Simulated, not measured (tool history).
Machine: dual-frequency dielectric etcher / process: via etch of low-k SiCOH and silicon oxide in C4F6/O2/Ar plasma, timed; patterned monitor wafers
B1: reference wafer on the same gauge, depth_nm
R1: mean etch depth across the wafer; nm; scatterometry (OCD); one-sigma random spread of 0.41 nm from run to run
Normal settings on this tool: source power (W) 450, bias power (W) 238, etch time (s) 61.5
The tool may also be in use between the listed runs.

{"run": 1, "hour": 0.0, "source power (W)": 530, "bias power (W)": 238, "etch time (s)": 61.5, "B1": 181.9, "R1": 213.8}
{"run": 2, "hour": 67.3, "source power (W)": 530, "bias power (W)": 238, "etch time (s)": 61.5, "B1": 181.9, "R1": 212.7}
{"run": 3, "hour": 93.2, "source power (W)": 530, "bias power (W)": 238, "etch time (s)": 61.5, "B1": 182, "R1": 213.6}
{"run": 4, "hour": 145.0, "source power (W)": 450, "bias power (W)": 238, "etch time (s)": 61.5, "B1": 182, "R1": 200.8}
{"run": 5, "hour": 183.1, "source power (W)": 450, "bias power (W)": 238, "etch time (s)": 61.5, "B1": 182.1, "R1": 202.5}
{"run": 6, "hour": 253.0, "source power (W)": 410, "bias power (W)": 195, "etch time (s)": 61.5, "B1": 182, "R1": 179}
{"run": 7, "hour": 277.2, "source power (W)": 410, "bias power (W)": 195, "etch time (s)": 61.5, "B1": 181.9, "R1": 179.5}
{"run": 8, "hour": 320.3, "source power (W)": 450, "bias power (W)": 238, "etch time (s)": 61.5, "B1": 182.1, "R1": 202}
{"run": 9, "hour": 355.6, "source power (W)": 450, "bias power (W)": 238, "etch time (s)": 61.5, "B1": 182, "R1": 201.3}
{"run": 10, "hour": 415.1, "source power (W)": 450, "bias power (W)": 238, "etch time (s)": 61.5, "B1": 182, "R1": 202}
{"hour": 481.3, "done": "wet clean of the chamber"}
{"run": 11, "hour": 481.8, "source power (W)": 490, "bias power (W)": 238, "etch time (s)": 61.5, "B1": 182.1, "R1": 207.9}
{"run": 12, "hour": 523.6, "source power (W)": 490, "bias power (W)": 238, "etch time (s)": 61.5, "B1": 182, "R1": 208.1}
{"run": 13, "hour": 574.3, "source power (W)": 490, "bias power (W)": 238, "etch time (s)": 61.5, "B1": 182.1, "R1": 207.8}
{"run": 14, "hour": 775.9, "source power (W)": 490, "bias power (W)": 207, "etch time (s)": 61.5, "B1": 182, "R1": 195.8}
{"run": 15, "hour": 847.7, "source power (W)": 500, "bias power (W)": 238, "etch time (s)": 56.5, "B1": 181.9, "R1": 192.4}
{"run": 16, "hour": 884.7, "source power (W)": 390, "bias power (W)": 238, "etch time (s)": 48, "B1": 182, "R1": 150.4}
{"hour": 953.6, "done": "wet clean of the chamber"}
{"run": 17, "hour": 954.1, "source power (W)": 350, "bias power (W)": 180, "etch time (s)": 77, "B1": 182, "R1": 206.5}
{"run": 18, "hour": 990.4, "source power (W)": 450, "bias power (W)": 238, "etch time (s)": 61.5, "B1": 182, "R1": 202.8}
{"hour": 1056.1, "done": "upper electrode replaced"}
{"run": 19, "hour": 1056.6, "source power (W)": 370, "bias power (W)": 278, "etch time (s)": 75, "B1": 182.1, "R1": 246.4}
{"run": 20, "hour": 1087.7, "source power (W)": 450, "bias power (W)": 206, "etch time (s)": 61.5, "B1": 182, "R1": 189.7}
{"hour": 1143.5, "done": "gauge calibrated"}
{"hour": 1165.6, "done": "bias power generator calibrated"}
{"hour": 1172.7, "done": "source power generator calibrated"}
{"run": 21, "hour": 1273.0, "source power (W)": 370, "bias power (W)": 262, "etch time (s)": 47.5, "B1": 182, "R1": 149}
{"run": 22, "hour": 1332.9, "source power (W)": 450, "bias power (W)": 284, "etch time (s)": 61.5, "B1": 182, "R1": 213.5}
{"run": 23, "hour": 1367.6, "source power (W)": 450, "bias power (W)": 238, "etch time (s)": 61.5, "B1": 181.9, "R1": 197.9}
{"hour": 1393.7, "done": "wet clean of the chamber"}
{"run": 24, "hour": 1394.2, "source power (W)": 490, "bias power (W)": 238, "etch time (s)": 61.5, "B1": 182, "R1": 203.5}
{"run": 25, "hour": 1461.2, "source power (W)": 490, "bias power (W)": 278, "etch time (s)": 61.5, "B1": 182, "R1": 217.8}
{"run": 26, "hour": 1498.3, "source power (W)": 340, "bias power (W)": 185, "etch time (s)": 46.5, "B1": 182, "R1": 121.8}
{"run": 27, "hour": 1559.2, "source power (W)": 490, "bias power (W)": 238, "etch time (s)": 45.5, "B1": 182, "R1": 152}
{"run": 28, "hour": 1585.2, "source power (W)": 370, "bias power (W)": 213, "etch time (s)": 61.5, "B1": 182, "R1": 177.4}
{"run": 29, "hour": 1614.3, "source power (W)": 490, "bias power (W)": 278, "etch time (s)": 61.5, "B1": 182.1, "R1": 218.9}

Predict each of these 3 candidate next runs independently; none follows another, all start after run 29:
{"run": "A", "hour": 1614.7, "source power (W)": 450, "bias power (W)": 238, "etch time (s)": 61.5, "B1": "?", "R1": "?"}
{"run": "B", "hour": 1614.7, "source power (W)": 450, "bias power (W)": 179, "etch time (s)": 61.5, "B1": "?", "R1": "?"}
{"run": "C", "hour": 1614.7, "source power (W)": 550, "bias power (W)": 238, "etch time (s)": 54, "B1": "?", "R1": "?"}

run=A B1=182 R1=198.7
run=B B1=182 R1=175.9
run=C B1=182 R1=187.2
Take away the tool's hidden state, keep each run's random variation, and the runs would have read:
run=A R1=197.5
run=B R1=174.9
run=C R1=186

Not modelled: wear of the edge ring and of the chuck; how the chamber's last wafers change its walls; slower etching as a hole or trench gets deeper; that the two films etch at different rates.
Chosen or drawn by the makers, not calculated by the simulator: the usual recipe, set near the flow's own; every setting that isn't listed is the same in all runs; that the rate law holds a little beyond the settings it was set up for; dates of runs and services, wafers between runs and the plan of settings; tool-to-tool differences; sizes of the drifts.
